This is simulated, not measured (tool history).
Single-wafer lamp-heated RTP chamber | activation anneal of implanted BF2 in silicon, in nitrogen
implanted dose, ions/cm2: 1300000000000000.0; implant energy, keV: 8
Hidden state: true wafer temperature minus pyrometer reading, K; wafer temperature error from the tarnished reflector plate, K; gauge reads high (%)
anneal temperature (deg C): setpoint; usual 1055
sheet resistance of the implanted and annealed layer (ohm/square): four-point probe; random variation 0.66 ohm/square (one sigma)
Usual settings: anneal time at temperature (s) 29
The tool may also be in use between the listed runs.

run	hour	anneal temperature (deg C)	anneal time at temperature (s)	wafers since the last listed run	wafers since the last pyrometer calibration	wafers since the reflector plate was cleaned	hours since the gauge calibration	read-back reference wafer on the same gauge, sheet resistance	sheet resistance of the implanted and annealed layer (ohm/square)
1	0.0	1033	29	0	2444	2444	779.7	143.04	159.05
2	29.9	1033	29	583	3027	3027	809.6	142.89	157.75
3	83.4	1055	29	1043	4071	4071	863.1	143.14	139.25
# hour 139.0: pyrometer window cleaned and pyrometer calibrated
4	139.5	1055	29	937	9	5008	919.2	142.91	141.17
5	197.3	1055	29	1127	1136	6136	977.0	142.88	142.11
6	267.8	1055	29	1374	2511	7510	1047.5	142.86	140.13
7	330.7	1055	16	1226	3737	8737	1110.4	143.15	153.75
# hour 394.1: reflector plate cleaned
# hour 425.1: pyrometer window cleaned and pyrometer calibrated
8	533.5	1055	16	3642	2114	2562	1313.2	142.98	155.55
9	569.2	1055	29	696	2810	3258	1348.9	142.89	138.93
10	595.9	1055	29	520	3331	3778	1375.6	143.09	138.73
11	647.1	1055	29	998	4329	4777	1426.8	142.85	137.87
12	717.1	1055	29	1364	5694	6142	1496.8	143.28	134.86
# hour 737.1: pyrometer window cleaned and pyrometer calibrated
13	742.3	1055	29	335	100	6477	1522.0	142.63	140.94
14	800.6	1035	34	1136	1237	7614	1580.3	143.05	151.82
# hour 804.8: gauge calibrated
15	869.4	1039	29	1341	2579	8956	64.6	142.81	153.73
16	917.7	1034	43	941	3521	9897	112.9	142.83	145.06
17	966.6	1028	33	953	4474	10851	161.8	142.71	157.35
18	1002.5	1067	21	700	5174	11551	197.7	142.87	132.41
# hour 1056.8: reflector plate cleaned
19	1072.6	1034	43	1210	6385	307	267.8	143.17	143.13
# hour 1089.3: pyrometer window cleaned and pyrometer calibrated
20	1105.5	1071	24	485	316	792	300.7	142.94	128.54
21	1147.2	1039	18	813	1129	1605	342.4	142.99	170.17
22	1202.0	1047	29	1068	2198	2674	397.2	143.21	148.75
23	1269.3	1065	38	1312	3510	3986	464.5	142.90	121.03
24	1302.3	1063	18	643	4154	4630	497.5	142.98	142.92
25	1327.3	1055	29	487	4641	5117	522.5	143.01	137.77
# hour 1365.1: pyrometer window cleaned and pyrometer calibrated
26	1390.4	1082	29	1074	493	6191	585.6	142.77	112.72
27	1551.5	1033	25	3141	3635	9333	746.7	143.26	162.35

4 ways to go on from here, each from the tool as it stands after run 27. What would each give?
A	1551.9	1055	29	7	3642	9341	747.1	?	?
B	1551.9	1080	29	7	3642	9341	747.1	?	?
C	1551.9	1055	17	7	3642	9341	747.1	?	?
D	1551.9	1027	42	7	3642	9341	747.1	?	?

run	read-back reference wafer on the same gauge, sheet resistance	sheet resistance of the implanted and annealed layer (ohm/square)
A	143.28	138.92
B	143.28	111.90
C	143.28	151.39
D	143.28	150.13
Without the tool's hidden state the same runs would have given:
run	sheet resistance of the implanted and annealed layer (ohm/square)
A	141.68
B	114.28
C	153.83
D	151.86

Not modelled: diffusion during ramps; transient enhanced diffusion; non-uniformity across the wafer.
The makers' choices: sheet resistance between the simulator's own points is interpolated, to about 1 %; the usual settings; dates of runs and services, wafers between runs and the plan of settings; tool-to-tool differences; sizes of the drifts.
